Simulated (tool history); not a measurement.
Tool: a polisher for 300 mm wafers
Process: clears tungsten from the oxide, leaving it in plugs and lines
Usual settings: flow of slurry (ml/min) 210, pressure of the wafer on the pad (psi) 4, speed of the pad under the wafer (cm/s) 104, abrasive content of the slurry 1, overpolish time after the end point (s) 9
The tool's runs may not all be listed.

run   hour  flow of slurry (ml/min)  pressure of the wafer on the pad (psi)  speed of the pad under the wafer (cm/s)  abrasive content of the slurry  overpolish time after the end point (s)  incoming thickness of the incoming film, nm  time until the end point was called (s)
  1      0                      190                                       4                                      104                               1                                        9                                        377.8                                     65.5
  2   16.3                      210                                       4                                      104                            0.85                                        9                                        378.8                                     70.8
  3   36.3                      210                                       4                                      104                            0.85                                        9                                          378                                     74.1
  4   42.6                      210                                       4                                      104                            0.85                                        9                                        386.1                                     80.5
      58.3  -- worn pad replaced by a new one
  5     60                      210                                     4.4                                      104                             1.2                                       13                                        383.1                                     67.3
  6   75.1                      210                                       4                                      104                             1.1                                        9                                        385.7                                     79.8
        89  -- slurry tank refilled with fresh slurry and peroxide
  7   92.1                      210                                       4                                      124                               1                                        5                                        381.7                                     63.8
      98.5  -- slurry blender recalibrated
  8     99                      180                                     4.6                                      104                            0.85                                       14                                          377                                     58.6
  9    115                      210                                     3.3                                      104                               1                                        9                                        380.3                                     71.8
 10  126.5                      210                                       4                                      104                               1                                        6                                        379.9                                     65.2
     134.9  -- slurry nozzle cleaned
 11  144.2                      210                                       4                                      104                            1.15                                        9                                        378.7                                     61.7
 12  152.7                      210                                       4                                      104                               1                                        9                                        375.3                                     64.2
     161.8  -- worn pad replaced by a new one
 13  162.3                      210                                       4                                      104                               1                                        9                                        385.1                                     70.7
 14  164.8                      210                                       4                                      136                            1.25                                        9                                        377.9                                     53.7
 15  172.5                      275                                     4.9                                       88                               1                                        9                                        380.1                                     66.5
 16    183                      210                                       4                                       72                               1                                        9                                        387.8                                     97.5
     186.9  -- slurry tank refilled with fresh slurry and peroxide
 17  190.7                      210                                       5                                      104                               1                                        4                                        385.1                                     58.5
 18  239.1                      185                                       4                                      104                               1                                        7                                        376.6                                     76.6
     241.1  -- slurry blender recalibrated
 19  246.9                      210                                       4                                      104                               1                                        9                                        377.6                                     65.9
 20  255.5                      210                                       4                                      104                               1                                        9                                        381.1                                     66.6
     272.4  -- worn pad replaced by a new one
 21  272.9                      210                                       4                                      104                               1                                        9                                        379.4                                     71.8
 22  285.9                      210                                     4.8                                       78                            1.15                                        9                                        384.2                                     75.2
 23    293                      210                                       4                                      104                               1                                        9                                        376.4                                     74.2

The next listed run, before its measurement:
     297.5  -- slurry tank refilled with fresh slurry and peroxide
 24  304.6                      210                                       4                                      104                               1                                        9                                        376.5                                        ?

{"run 24": {"time until the end point was called (s)": 67}}
Without the tool's hidden state the same run would have given time until the end point was called (s) 62.7.
